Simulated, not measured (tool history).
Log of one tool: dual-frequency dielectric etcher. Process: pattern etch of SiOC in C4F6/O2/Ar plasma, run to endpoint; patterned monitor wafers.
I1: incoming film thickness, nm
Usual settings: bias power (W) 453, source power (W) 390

run 1 hour=0.0 | bias_power_(W)=453 source_power_(W)=320 | I1=33.71 | endpoint_time_(s)=11.6
run 2 hour=68.5 | bias_power_(W)=453 source_power_(W)=320 | I1=33.91 | endpoint_time_(s)=11.6
run 3 hour=105.5 | bias_power_(W)=453 source_power_(W)=320 | I1=33.83 | endpoint_time_(s)=11.6
run 4 hour=140.8 | bias_power_(W)=453 source_power_(W)=390 | I1=33.42 | endpoint_time_(s)=11.0
run 5 hour=173.0 | bias_power_(W)=453 source_power_(W)=390 | I1=33.69 | endpoint_time_(s)=11.0
run 6 hour=202.1 | bias_power_(W)=493 source_power_(W)=410 | I1=33.89 | endpoint_time_(s)=10.6
run 7 hour=234.8 | bias_power_(W)=493 source_power_(W)=410 | I1=33.88 | endpoint_time_(s)=10.7
run 8 hour=260.0 | bias_power_(W)=426 source_power_(W)=460 | I1=33.89 | endpoint_time_(s)=11.0
-- hour=345.7 upper electrode replaced
run 9 hour=346.2 | bias_power_(W)=426 source_power_(W)=460 | I1=34.18 | endpoint_time_(s)=11.0
run 10 hour=349.0 | bias_power_(W)=426 source_power_(W)=460 | I1=33.69 | endpoint_time_(s)=10.9
run 11 hour=395.7 | bias_power_(W)=453 source_power_(W)=320 | I1=33.72 | endpoint_time_(s)=11.6

Forecast run 12:
-- hour=463.8 wet clean of the chamber
run 12 hour=465.9 | bias_power_(W)=402 source_power_(W)=420 | I1=33.70 | endpoint_time_(s)=?

{"run 12": {"endpoint time (s)": 11.4}}
Without the tool's hidden state the same run would have given endpoint time (s) 11.4.
